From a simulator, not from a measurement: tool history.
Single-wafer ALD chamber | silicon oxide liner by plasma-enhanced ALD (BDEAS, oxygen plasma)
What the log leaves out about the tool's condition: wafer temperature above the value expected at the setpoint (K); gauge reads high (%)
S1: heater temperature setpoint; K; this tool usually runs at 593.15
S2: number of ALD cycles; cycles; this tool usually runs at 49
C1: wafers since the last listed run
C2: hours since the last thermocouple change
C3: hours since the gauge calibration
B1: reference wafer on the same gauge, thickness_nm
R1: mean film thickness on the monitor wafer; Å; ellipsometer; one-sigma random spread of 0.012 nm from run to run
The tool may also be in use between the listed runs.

Run 1, hour 0: usual settings; C1 0; C2 36; C3 1167.5; B1 4.805. Result: R1 47.35 Å.
Run 2, hour 90.8: usual settings; C1 379; C2 126.8; C3 1258.3; B1 4.806. Result: R1 47.36 Å.
Run 3, hour 159.3: usual settings; C1 285; C2 195.3; C3 1326.8; B1 4.806. Result: R1 47.25 Å.
Run 4, hour 264.8: usual settings; C1 440; C2 300.8; C3 1432.3; B1 4.801. Result: R1 47.22 Å.
Run 5, hour 334.4: usual settings but S2 46 cycles; C1 290; C2 370.4; C3 1501.9; B1 4.795. Result: R1 44.43 Å.
Run 6, hour 408: usual settings but S2 46 cycles; C1 307; C2 444; C3 1575.5; B1 4.795. Result: R1 44.22 Å.
Run 7, hour 456.6: usual settings but S2 46 cycles; C1 202; C2 492.6; C3 1624.1; B1 4.791. Result: R1 44.17 Å.
Run 8, hour 526.2: usual settings; C1 290; C2 562.2; C3 1693.7; B1 4.79. Result: R1 47.02 Å.
Run 9, hour 588.6: usual settings; C1 260; C2 624.6; C3 1756.1; B1 4.79. Result: R1 47.03 Å.
Run 10, hour 642.7: usual settings; C1 225; C2 678.7; C3 1810.2; B1 4.793. Result: R1 46.98 Å.
Run 11, hour 682.8: usual settings; C1 167; C2 718.8; C3 1850.3; B1 4.784. Result: R1 47.26 Å.
Run 12, hour 934.8: usual settings; C1 1052; C2 970.8; C3 2102.3; B1 4.776. Result: R1 46.97 Å.
Run 13, hour 972.6: usual settings; C1 157; C2 1008.6; C3 2140.1; B1 4.773. Result: R1 46.99 Å.
At hour 992.4: thermocouple changed; heater temperature recalibrated.
Run 14, hour 1069.6: usual settings; C1 371; C2 77.2; C3 2237.1; B1 4.775. Result: R1 46.87 Å.
Run 15, hour 1111.5: usual settings; C1 174; C2 119.1; C3 2279; B1 4.77. Result: R1 46.89 Å.
Run 16, hour 1194.3: usual settings; C1 345; C2 201.9; C3 2361.8; B1 4.765. Result: R1 46.92 Å.
Run 17, hour 1252: usual settings; C1 240; C2 259.6; C3 2419.5; B1 4.766. Result: R1 46.84 Å.
Run 18, hour 1337: usual settings; C1 354; C2 344.6; C3 2504.5; B1 4.761. Result: R1 46.8 Å.
Run 19, hour 1430.8: usual settings; C1 391; C2 438.4; C3 2598.3; B1 4.755. Result: R1 46.83 Å.
Run 20, hour 1506.2: usual settings; C1 314; C2 513.8; C3 2673.7; B1 4.756. Result: R1 46.8 Å.
Run 21, hour 1542.5: usual settings but S1 599.15 K, S2 58 cycles; C1 151; C2 550.1; C3 2710; B1 4.749. Result: R1 54.85 Å.
Run 22, hour 1608.9: usual settings; C1 277; C2 616.5; C3 2776.4; B1 4.747. Result: R1 46.82 Å.
Run 23, hour 1693.2: usual settings; C1 351; C2 700.8; C3 2860.7; B1 4.739. Result: R1 46.54 Å.
At hour 1734.5: gauge calibrated.
Run 24, hour 1780.6: usual settings but S1 582.15 K, S2 57 cycles; C1 364; C2 788.2; C3 46.1; B1 4.816. Result: R1 55.88 Å.
Run 25, hour 1835.7: usual settings but S1 600.15 K, S2 42 cycles; C1 230; C2 843.3; C3 101.2; B1 4.816. Result: R1 40.27 Å.
Run 26, hour 1895.4: usual settings but S1 579.15 K, S2 44 cycles; C1 249; C2 903; C3 160.9; B1 4.818. Result: R1 43.27 Å.
At hour 1926: thermocouple changed; heater temperature recalibrated.
Run 27, hour 1949.7: usual settings; C1 193; C2 23.7; C3 215.2; B1 4.818. Result: R1 47.55 Å.
Run 28, hour 1998.4: usual settings but S1 606.15 K, S2 46 cycles; C1 203; C2 72.4; C3 263.9; B1 4.816. Result: R1 43.67 Å.
Run 29, hour 2062.7: usual settings but S2 52 cycles; C1 268; C2 136.7; C3 328.2; B1 4.816. Result: R1 50.4 Å.
Run 30, hour 2102.9: usual settings but S1 586.15 K, S2 40 cycles; C1 167; C2 176.9; C3 368.4; B1 4.817. Result: R1 39.13 Å.
Run 31, hour 2181.3: usual settings; C1 327; C2 255.3; C3 446.8; B1 4.816. Result: R1 47.38 Å.
Run 32, hour 2285.9: usual settings but S1 589.15 K; C1 436; C2 359.9; C3 551.4; B1 4.818. Result: R1 47.55 Å.
Run 33, hour 2381: usual settings but S1 589.15 K, S2 44 cycles; C1 397; C2 455; C3 646.5; B1 4.811. Result: R1 42.83 Å.
Run 34, hour 2477.4: usual settings but S1 606.15 K, S2 44 cycles; C1 402; C2 551.4; C3 742.9; B1 4.813. Result: R1 41.75 Å.
Run 35, hour 2528.9: usual settings; C1 215; C2 602.9; C3 794.4; B1 4.812. Result: R1 47.52 Å.
Run 36, hour 2636.4: usual settings but S1 598.15 K, S2 59 cycles; C1 448; C2 710.4; C3 901.9; B1 4.807. Result: R1 56.61 Å.
Run 37, hour 2743.9: usual settings; C1 448; C2 817.9; C3 1009.4; B1 4.809. Result: R1 47.28 Å.
Run 38, hour 2831.3: usual settings but S1 602.15 K, S2 46 cycles; C1 364; C2 905.3; C3 1096.8; B1 4.807. Result: R1 43.91 Å.
Run 39, hour 2918: usual settings but S2 42 cycles; C1 361; C2 992; C3 1183.5; B1 4.807. Result: R1 40.53 Å.
Run 40, hour 2969.8: usual settings but S1 588.15 K, S2 40 cycles; C1 216; C2 1043.8; C3 1235.3; B1 4.801. Result: R1 38.92 Å.

The tool's hidden state at each run:
wafer temperature above the value expected at the setpoint (K): 0, the same for each run
H1: gauge reads high (%)
run       H1
  1   -0.287
  2    -0.33
  3   -0.365
  4   -0.422
  5   -0.462
  6   -0.506
  7   -0.537
  8   -0.582
  9   -0.624
 10   -0.661
 11    -0.69
 12   -0.885
 13   -0.916
 14   -0.999
 15    -1.04
 16    -1.11
 17    -1.17
 18    -1.25
 19    -1.34
 20    -1.42
 21    -1.46
 22    -1.53
 23    -1.62
 24  -0.0511
 25  -0.0527
 26  -0.0557
 27  -0.0597
 28  -0.0643
 29  -0.0717
 30  -0.0772
 31  -0.0897
 32    -0.11
 33   -0.132
 34   -0.159
 35   -0.174
 36    -0.21
 37    -0.25
 38   -0.286
 39   -0.324
 40   -0.349
